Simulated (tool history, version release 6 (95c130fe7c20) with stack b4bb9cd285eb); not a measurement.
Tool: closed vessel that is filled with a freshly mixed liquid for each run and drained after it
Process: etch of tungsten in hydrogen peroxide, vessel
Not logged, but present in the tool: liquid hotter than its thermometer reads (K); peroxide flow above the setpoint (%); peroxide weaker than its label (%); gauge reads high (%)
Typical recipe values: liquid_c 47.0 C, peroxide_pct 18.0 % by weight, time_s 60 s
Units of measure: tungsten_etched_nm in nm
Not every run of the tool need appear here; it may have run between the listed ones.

run,day,liquid_c,peroxide_pct,time_s,wafers since the last listed run,hours since the thermometer was replaced,hours since the peroxide flow meter was replaced,hours since the drum of peroxide was connected,hours since the gauge calibration,"read-back film thickness of the tungsten reference wafer, read on the same gauge (nm)",tungsten_etched_nm
1,0.000,47.0,18.0,50,0,1639.4,642.4,1476.1,263.0,49.99,49.63
2,0.525,47.0,18.0,50,1243,1652.0,655.0,1488.7,275.6,49.98,50.24
3,1.058,47.0,18.0,50,1262,1664.8,667.8,1501.5,288.4,50.00,49.11
4,2.358,47.0,18.0,60,3078,1696.0,699.0,1532.7,319.6,49.99,60.05
5,3.250,47.0,18.0,60,2111,1717.4,720.4,1554.1,341.0,49.99,59.32
6,4.008,47.0,18.0,60,1795,1735.6,738.6,1572.3,359.2,50.03,58.98
7,4.650,47.0,18.0,60,1519,1751.0,754.0,1587.7,374.6,50.02,59.44
# day 5.538: gauge calibrated
8,5.642,39.5,18.0,50,2348,1774.8,777.8,1611.5,2.5,49.98,30.78
9,6.933,50.0,18.0,70,3058,1805.8,808.8,1642.5,33.5,50.01,82.49
# day 7.046: new drum of peroxide connected
10,7.925,50.0,18.0,70,2249,1829.6,832.6,21.1,57.3,50.01,84.58
11,9.354,39.5,18.0,50,3383,1863.9,866.9,55.4,91.6,50.01,30.76
12,10.825,47.0,18.0,60,3482,1899.2,902.2,90.7,126.9,50.03,59.84
13,11.700,47.0,18.0,60,2071,1920.2,923.2,111.7,147.9,50.00,59.15
14,12.375,50.0,15.0,70,1598,1936.4,939.4,127.9,164.1,50.03,77.32
# day 12.483: thermometer replaced
15,13.138,47.0,18.0,80,1706,15.7,957.7,146.2,182.4,49.98,78.60
# day 13.788: peroxide flow meter replaced
16,13.962,50.5,14.5,85,1854,35.5,4.2,166.0,202.2,49.99,94.37

Expected results for the next run?
17,14.633,47.0,21.0,45,1588,51.6,20.3,182.1,218.3,?,?

read-back film thickness of the tungsten reference wafer, read on the same gauge (nm): 49.98
tungsten_etched_nm: 48.96 nm
Were there no unlogged condition in the tool, this run, its random variation unchanged, would have produced tungsten_etched_nm 48.96 nm.

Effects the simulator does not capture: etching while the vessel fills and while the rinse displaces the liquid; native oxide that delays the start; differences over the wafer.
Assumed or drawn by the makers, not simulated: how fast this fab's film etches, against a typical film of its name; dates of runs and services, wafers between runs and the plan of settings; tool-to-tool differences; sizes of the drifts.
